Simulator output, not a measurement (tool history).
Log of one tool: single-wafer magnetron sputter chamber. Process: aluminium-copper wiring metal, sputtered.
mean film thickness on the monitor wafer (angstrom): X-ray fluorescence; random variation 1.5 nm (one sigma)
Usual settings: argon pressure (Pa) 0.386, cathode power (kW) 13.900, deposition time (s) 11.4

run	hour	argon pressure (Pa)	cathode power (kW)	deposition time (s)	read-back reference wafer on the same gauge, thickness_nm	mean film thickness on the monitor wafer (angstrom)
1	0.0	0.386	11.250	11.4	354.108	2620.75
2	21.2	0.386	13.900	11.4	353.877	3248.82
3	35.2	0.386	13.900	11.4	354.204	3219.55
4	67.6	0.386	13.900	11.4	353.379	3243.57
# hour 93.0: sputter target and shields replaced
5	100.7	0.386	13.900	11.4	354.155	3235.42
6	114.3	0.386	13.900	11.4	354.092	3241.64
7	135.9	0.386	13.900	11.4	354.479	3223.89
8	166.8	0.386	13.900	11.4	354.081	3269.78
9	184.6	0.386	13.900	11.4	353.717	3220.39
10	206.6	0.386	13.900	11.4	353.954	3247.64
11	240.2	0.386	13.900	11.4	353.949	3236.58
12	274.0	0.386	13.900	11.4	354.483	3263.54
# hour 292.9: sputter target and shields replaced
13	300.2	0.386	13.900	11.4	354.090	3242.41
14	328.9	0.386	13.900	11.4	354.081	3300.33
15	351.4	0.386	13.900	11.4	354.216	3288.97
16	369.3	0.386	13.900	11.9	354.035	3416.20
17	402.2	0.270	13.900	9.9	354.025	3004.30
18	419.8	0.534	11.200	13.1	354.421	2832.95
19	436.3	0.386	13.900	11.4	354.090	3255.31
20	465.3	0.321	16.000	10.1	353.716	3441.15
# hour 473.5: gauge calibrated
# hour 500.7: sputter target and shields replaced
# hour 523.7: capacitance manometer re-zeroed and calibrated
21	524.2	0.500	13.900	11.4	354.356	2948.47
22	535.1	0.266	11.350	12.6	353.502	3073.31
23	547.5	0.321	16.000	10.1	354.224	3372.58
# hour 562.1: magnet pack replaced
24	583.3	0.386	16.850	12.5	354.041	4213.13
25	604.7	0.386	15.450	13.2	353.632	4063.22
26	618.0	0.436	15.650	12.8	353.898	3858.66
27	646.6	0.436	15.650	12.8	353.715	3902.88
28	672.3	0.321	16.800	9.9	354.019	3476.34
# hour 692.8: sputter target and shields replaced
29	693.3	0.444	13.900	11.4	353.709	3054.46
30	761.5	0.386	13.900	11.4	353.397	3184.30
31	792.1	0.487	15.150	10.7	353.398	3028.76
32	814.2	0.386	13.900	11.4	353.687	3163.63
33	843.5	0.282	13.900	11.4	354.190	3389.98
# hour 852.3: sputter target and shields replaced
34	876.7	0.386	13.900	11.4	354.183	3152.00
35	891.9	0.386	13.900	11.4	353.897	3147.70

Forecast each of these 3 alternatives for the next run:
A	892.3	0.386	13.900	11.4	?	?
B	892.3	0.386	11.400	9.2	?	?
C	892.3	0.386	15.900	11.4	?	?

run	read-back reference wafer on the same gauge, thickness_nm	mean film thickness on the monitor wafer (angstrom)
A	354.355	3166.28
B	354.355	2095.67
C	354.355	3621.86
Without the tool's hidden state the same runs would have given:
run	mean film thickness on the monitor wafer (angstrom)
A	3153.55
B	2087.24
C	3607.30
